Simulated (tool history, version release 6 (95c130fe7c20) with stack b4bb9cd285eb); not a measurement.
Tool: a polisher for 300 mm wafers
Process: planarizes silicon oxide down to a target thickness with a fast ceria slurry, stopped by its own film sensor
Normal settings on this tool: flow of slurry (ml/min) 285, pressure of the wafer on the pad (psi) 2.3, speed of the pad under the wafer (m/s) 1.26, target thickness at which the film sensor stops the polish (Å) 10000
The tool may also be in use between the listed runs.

run     day  flow of slurry (ml/min)  pressure of the wafer on the pad (psi)  speed of the pad under the wafer (m/s)  target thickness at which the film sensor stops the polish (Å)  incoming thickness of the incoming film, nm  time until the film sensor stopped the polish (s)
  1       0                      285                                     2.3                                    1.26                                                           10000                                       2107.5                                               78.8
  2   0.675                      285                                     2.3                                    1.26                                                           10000                                       2054.9                                               74.6
  3   1.175                      285                                     2.3                                    1.26                                                           10000                                       2073.2                                               74.6
  4   1.696                      285                                     2.3                                    1.26                                                           10000                                       2056.5                                               74.3
  5   2.262                      285                                     2.3                                    1.26                                                           10000                                       2070.7                                               76.4
  6   3.012                      285                                     2.3                                    1.26                                                           10000                                       2016.2                                               70.3
      3.462  -- worn pad replaced by a new one
  7   4.404                      285                                     2.3                                    1.26                                                           10000                                       2080.1                                               73.3
  8   5.075                      285                                     2.3                                    1.26                                                           10000                                       2054.4                                               71.5
  9   5.667                      285                                     2.3                                    1.26                                                           10000                                       2085.7                                               74.5
      6.942  -- head pressure recalibrated
 10   7.004                      285                                     1.6                                    1.26                                                           12050                                       2031.2                                               74.3
      7.358  -- slurry nozzle cleaned
      7.392  -- worn pad replaced by a new one
 11   7.567                      285                                     2.3                                    1.26                                                           10000                                       2062.9                                               69.8
 12   8.896                      285                                     2.3                                    1.26                                                           10000                                       2071.5                                               70.8
 13   9.683                      205                                     2.7                                    1.26                                                            6630                                       2024.8                                               79.8
     10.504  -- head pressure recalibrated, repeated, since the last time left the tool worse
 14  10.654                      235                                       3                                    1.08                                                           12500                                         2052                                               56.3
 15    11.2                      365                                     2.3                                    1.52                                                            6720                                         2057                                               87.3
     11.725  -- worn pad replaced by a new one
 16  11.971                      220                                     1.6                                    1.26                                                           11940                                       2056.9                                               94.5
 17  13.225                      225                                     1.5                                    1.26                                                            6790                                         2066                                                166
 18  15.317                      285                                       2                                    1.26                                                            8620                                       2031.8                                              103.3

What if the next run were any one of these 4? Each begins from the tool's condition after run 18:
  A  15.333                      285                                     2.3                                    0.92                                                           10000                                       2090.7                                                  ?
  B  15.333                      285                                     2.3                                    1.26                                                            6420                                       2090.7                                                  ?
  C  15.333                      285                                       2                                    1.26                                                           12700                                       2090.7                                                  ?
  D  15.333                      235                                     2.3                                    1.26                                                           11490                                       2090.7                                                  ?

run  time until the film sensor stopped the polish (s)
  A                                                111
  B                                              107.7
  C                                               69.9
  D                                               71.3
With no hidden state in the tool, these same runs would have given:
run  time until the film sensor stopped the polish (s)
  A                                              109.2
  B                                              105.9
  C                                               68.7
  D                                               70.1
